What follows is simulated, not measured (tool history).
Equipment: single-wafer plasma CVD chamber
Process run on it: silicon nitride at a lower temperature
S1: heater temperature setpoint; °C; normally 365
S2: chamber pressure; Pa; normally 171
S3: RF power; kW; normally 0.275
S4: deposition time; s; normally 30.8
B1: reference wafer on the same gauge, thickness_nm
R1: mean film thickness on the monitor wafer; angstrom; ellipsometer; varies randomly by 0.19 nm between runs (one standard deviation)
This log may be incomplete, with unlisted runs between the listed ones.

run 1 day=0.000 | S1=365 S2=171 S3=0.245 S4=30.8 | B1=30.243 | R1=320.91
run 2 day=1.379 | S1=365 S2=171 S3=0.245 S4=30.8 | B1=30.208 | R1=321.45
run 3 day=2.838 | S1=365 S2=171 S3=0.245 S4=30.8 | B1=30.196 | R1=320.99
run 4 day=4.983 | S1=365 S2=171 S3=0.275 S4=30.8 | B1=30.215 | R1=341.44
run 5 day=13.008 | S1=365 S2=171 S3=0.275 S4=30.8 | B1=30.212 | R1=337.66
run 6 day=14.096 | S1=365 S2=171 S3=0.275 S4=30.8 | B1=30.175 | R1=335.55
run 7 day=21.012 | S1=365 S2=171 S3=0.275 S4=30.8 | B1=30.195 | R1=333.74
run 8 day=22.221 | S1=365 S2=171 S3=0.275 S4=30.8 | B1=30.171 | R1=332.46
run 9 day=25.029 | S1=365 S2=171 S3=0.275 S4=30.8 | B1=30.231 | R1=333.05
run 10 day=27.388 | S1=365 S2=171 S3=0.275 S4=30.8 | B1=30.210 | R1=333.32
run 11 day=28.700 | S1=365 S2=171 S3=0.275 S4=30.8 | B1=30.205 | R1=330.58
run 12 day=30.946 | S1=365 S2=132 S3=0.260 S4=30.8 | B1=30.189 | R1=275.00
run 13 day=32.021 | S1=376 S2=171 S3=0.225 S4=35.2 | B1=30.190 | R1=336.23
-- day=32.575 thermocouple changed; heater temperature recalibrated
-- day=32.933 showerhead replaced
-- day=34.067 gauge calibrated
run 14 day=34.179 | S1=352 S2=144 S3=0.290 S4=35.7 | B1=30.205 | R1=360.72
run 15 day=37.008 | S1=352 S2=200 S3=0.235 S4=30.8 | B1=30.182 | R1=326.47
run 16 day=39.625 | S1=365 S2=139 S3=0.275 S4=30.8 | B1=30.228 | R1=293.40
-- day=41.825 RF generator calibrated
run 17 day=42.342 | S1=365 S2=205 S3=0.275 S4=30.8 | B1=30.193 | R1=369.61
run 18 day=44.446 | S1=369 S2=171 S3=0.275 S4=30.8 | B1=30.172 | R1=342.06
run 19 day=47.200 | S1=354 S2=171 S3=0.240 S4=30.8 | B1=30.206 | R1=317.73
-- day=49.338 capacitance manometer re-zeroed and calibrated
run 20 day=49.704 | S1=365 S2=145 S3=0.275 S4=30.8 | B1=30.200 | R1=327.21
run 21 day=51.062 | S1=365 S2=171 S3=0.275 S4=30.8 | B1=30.234 | R1=353.78
run 22 day=55.733 | S1=356 S2=195 S3=0.245 S4=30.8 | B1=30.180 | R1=349.53
run 23 day=58.658 | S1=365 S2=171 S3=0.275 S4=30.8 | B1=30.172 | R1=347.25
run 24 day=60.600 | S1=376 S2=157 S3=0.275 S4=30.8 | B1=30.211 | R1=328.25
run 25 day=66.212 | S1=365 S2=171 S3=0.275 S4=30.8 | B1=30.205 | R1=340.26
run 26 day=67.646 | S1=365 S2=171 S3=0.225 S4=30.8 | B1=30.240 | R1=302.22
run 27 day=69.533 | S1=351 S2=203 S3=0.275 S4=28.0 | B1=30.171 | R1=334.73
run 28 day=73.142 | S1=380 S2=183 S3=0.220 S4=30.8 | B1=30.230 | R1=303.26
run 29 day=74.946 | S1=365 S2=171 S3=0.275 S4=30.8 | B1=30.173 | R1=339.22

Each row is a separate what-if for the run after 29, all from the same tool condition, not one after another. Results?
run A day=74.962 | S1=365 S2=171 S3=0.275 S4=30.8 | B1=? | R1=?
run B day=74.962 | S1=365 S2=187 S3=0.275 S4=30.8 | B1=? | R1=?
run C day=74.962 | S1=365 S2=171 S3=0.275 S4=34.8 | B1=? | R1=?

run=A B1=30.151 R1=339.68
run=B B1=30.151 R1=353.57
run=C B1=30.151 R1=383.69
Take away the tool's hidden state, keep each run's random variation, and the runs would have read:
run=A R1=360.59
run=B R1=375.13
run=C R1=407.32
